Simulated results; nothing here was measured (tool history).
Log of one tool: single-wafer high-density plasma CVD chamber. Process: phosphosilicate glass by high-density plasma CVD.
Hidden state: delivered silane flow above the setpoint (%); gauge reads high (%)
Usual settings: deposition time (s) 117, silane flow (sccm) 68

run    hour  deposition time (s)  silane flow (sccm)  wafers since the last listed run  hours since the silane flow controller was replaced  hours since the gauge calibration  read-back reference wafer on the same gauge, thickness_nm  mean film thickness on the monitor wafer (angstrom)
  1     0.0                  117                  72                                 0                                               1700.7                              487.9                                                    924.858                                              8055.82
  2    66.7                  117                  72                               875                                               1767.4                              554.6                                                    928.226                                              8042.30
  3    98.0                  117                  72                               411                                               1798.7                              585.9                                                    926.376                                              7975.09
  4   163.8                  117                  68                               864                                               1864.5                              651.7                                                    927.589                                              7710.08
  5   192.3                  117                  68                               374                                               1893.0                              680.2                                                    927.431                                              7663.48
  6   228.4                  117                  68                               474                                               1929.1                              716.3                                                    926.904                                              7640.00
  7   268.3                  117                  68                               523                                               1969.0                              756.2                                                    926.293                                              7642.86
  8   311.5                  117                  68                               567                                               2012.2                              799.4                                                    926.712                                              7728.40
  9   341.6                  117                  68                               395                                               2042.3                              829.5                                                    926.906                                              7699.76
      410.8  -- gauge calibrated
 10   553.5                  117                  68                              2782                                               2254.2                              142.7                                                    926.189                                              7607.81
 11   624.8                  117                  68                               936                                               2325.5                              214.0                                                    927.243                                              7623.03
 12   673.5                  117                  68                               639                                               2374.2                              262.7                                                    927.844                                              7657.69
 13   712.4                  117                  80                               510                                               2413.1                              301.6                                                    926.693                                              8804.38
 14   775.4                  117                  68                               827                                               2476.1                              364.6                                                    925.936                                              7616.75
 15   806.0                  117                  68                               401                                               2506.7                              395.2                                                    928.122                                              7604.20
 16   849.7                  117                  74                               573                                               2550.4                              438.9                                                    926.806                                              8288.38
      907.7  -- silane flow controller replaced
 17   910.5                  117                  72                               693                                                  2.8                              499.7                                                    925.765                                              8507.33
 18   952.4                  105                  75                               550                                                 44.7                              541.6                                                    925.574                                              7832.20
 19  1016.3                  139                  81                               839                                                108.6                              605.5                                                    926.098                                             11103.95
 20  1068.0                  135                  68                               678                                                160.3                              657.2                                                    926.637                                              9202.85
 21  1100.8                   94                  73                               430                                                193.1                              690.0                                                    927.151                                              6831.23
 22  1163.3                   97                  55                               820                                                255.6                              752.5                                                    926.532                                              5448.04
 23  1214.6                  124                  55                               673                                                306.9                              803.8                                                    927.960                                              7032.40
 24  1276.1                  130                  64                               807                                                368.4                              865.3                                                    926.878                                              8316.77

Forecast each of these 3 alternatives for the next run:
  A  1276.5                  117                  68                                 5                                                368.8                              865.7                                                          ?                                                    ?
  B  1276.5                  103                  56                                 5                                                368.8                              865.7                                                          ?                                                    ?
  C  1276.5                   97                  77                                 5                                                368.8                              865.7                                                          ?                                                    ?

run  read-back reference wafer on the same gauge, thickness_nm  mean film thickness on the monitor wafer (angstrom)
  A                                                    927.492                                              7887.99
  B                                                    927.492                                              5843.09
  C                                                    927.492                                              7317.29
Without the tool's hidden state the same runs would have given:
run  mean film thickness on the monitor wafer (angstrom)
  A                                              8026.12
  B                                              5945.40
  C                                              7445.42

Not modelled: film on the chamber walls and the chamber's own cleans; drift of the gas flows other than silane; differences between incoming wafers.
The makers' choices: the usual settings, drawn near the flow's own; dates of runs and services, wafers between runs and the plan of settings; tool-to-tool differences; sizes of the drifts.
